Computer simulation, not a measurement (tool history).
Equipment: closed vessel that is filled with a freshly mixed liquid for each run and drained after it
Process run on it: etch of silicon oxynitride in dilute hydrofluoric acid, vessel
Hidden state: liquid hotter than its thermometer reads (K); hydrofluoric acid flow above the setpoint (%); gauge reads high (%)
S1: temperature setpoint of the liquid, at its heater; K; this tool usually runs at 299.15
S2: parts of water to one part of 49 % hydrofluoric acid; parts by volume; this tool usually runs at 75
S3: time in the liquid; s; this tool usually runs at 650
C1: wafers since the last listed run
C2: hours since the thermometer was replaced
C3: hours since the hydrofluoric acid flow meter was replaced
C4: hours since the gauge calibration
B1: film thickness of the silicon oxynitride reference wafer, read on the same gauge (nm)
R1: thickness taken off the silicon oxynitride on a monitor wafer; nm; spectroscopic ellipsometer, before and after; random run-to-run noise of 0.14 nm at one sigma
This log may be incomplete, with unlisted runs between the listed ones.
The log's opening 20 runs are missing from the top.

| run | hour | S1 | S2 | S3 | C1 | C2 | C3 | C4 | B1 | R1 |
|---|---|---|---|---|---|---|---|---|---|---|
| 21 | 931 | 299.15 | 105 | 650 | 2400 | 508.9 | 136.3 | 456.1 | 100 | 26.81 |
| 22 | 994.2 | 299.15 | 50 | 935 | 4273 | 572.1 | 199.5 | 519.3 | 99.98 | 84.9 |
| 23 | 1051.3 | 300.65 | 55 | 530 | 3860 | 629.2 | 256.6 | 576.4 | 99.99 | 47.27 |
| 24 | 1095.4 | 299.15 | 75 | 650 | 2981 | 673.3 | 300.7 | 620.5 | 100 | 38.61 |
| 25 | 1165.9 | 294.15 | 105 | 495 | 4766 | 743.8 | 371.2 | 691 | 100.01 | 16.31 |
| 26 | 1224 | 299.15 | 75 | 650 | 3928 | 801.9 | 429.3 | 749.1 | 100 | 38.82 |
| 27 | 1288.9 | 299.15 | 100 | 650 | 4388 | 866.8 | 494.2 | 814 | 100 | 28.71 |
| 28 | 1340.3 | 295.15 | 75 | 490 | 3475 | 918.2 | 545.6 | 865.4 | 99.99 | 24.37 |
| 29 | 1387 | 302.15 | 105 | 495 | 3157 | 964.9 | 592.3 | 912.1 | 100.01 | 23.75 |
| 30 | 1411.1 | 303.15 | 110 | 1000 | 1629 | 989 | 616.4 | 936.2 | 100.01 | 48.05 |
| 31 | 1435.5 | 299.15 | 40 | 935 | 1649 | 1013.4 | 640.8 | 960.6 | 100.01 | 108.94 |
| 32 | 1467.1 | 302.65 | 75 | 380 | 2136 | 1045 | 672.4 | 992.2 | 100 | 27.07 |
| 33 | 1503.3 | 296.15 | 50 | 930 | 2447 | 1081.2 | 708.6 | 1028.4 | 99.99 | 74.47 |
|  | 1517.3 | hydrofluoric acid flow meter replaced |
| 34 | 1560.2 | 299.15 | 75 | 650 | 3779 | 1138.1 | 42.9 | 1085.3 | 100.01 | 38.27 |

Below are 3 alternative next runs, each starting from the tool's condition after run 34. Predict each:
| A | 1561 | 299.15 | 75 | 650 | 54 | 1138.9 | 43.7 | 1086.1 | ? | ? |
| B | 1561 | 296.65 | 90 | 465 | 54 | 1138.9 | 43.7 | 1086.1 | ? | ? |
| C | 1561 | 302.15 | 45 | 650 | 54 | 1138.9 | 43.7 | 1086.1 | ? | ? |

| run | B1 | R1 |
|---|---|---|
| A | 99.99 | 38.23 |
| B | 99.99 | 19.98 |
| C | 99.99 | 75.52 |
What these runs would have given with no unlogged condition in the tool:
| run | R1 |
|---|---|
| A | 38.07 |
| B | 19.9 |
| C | 75.2 |

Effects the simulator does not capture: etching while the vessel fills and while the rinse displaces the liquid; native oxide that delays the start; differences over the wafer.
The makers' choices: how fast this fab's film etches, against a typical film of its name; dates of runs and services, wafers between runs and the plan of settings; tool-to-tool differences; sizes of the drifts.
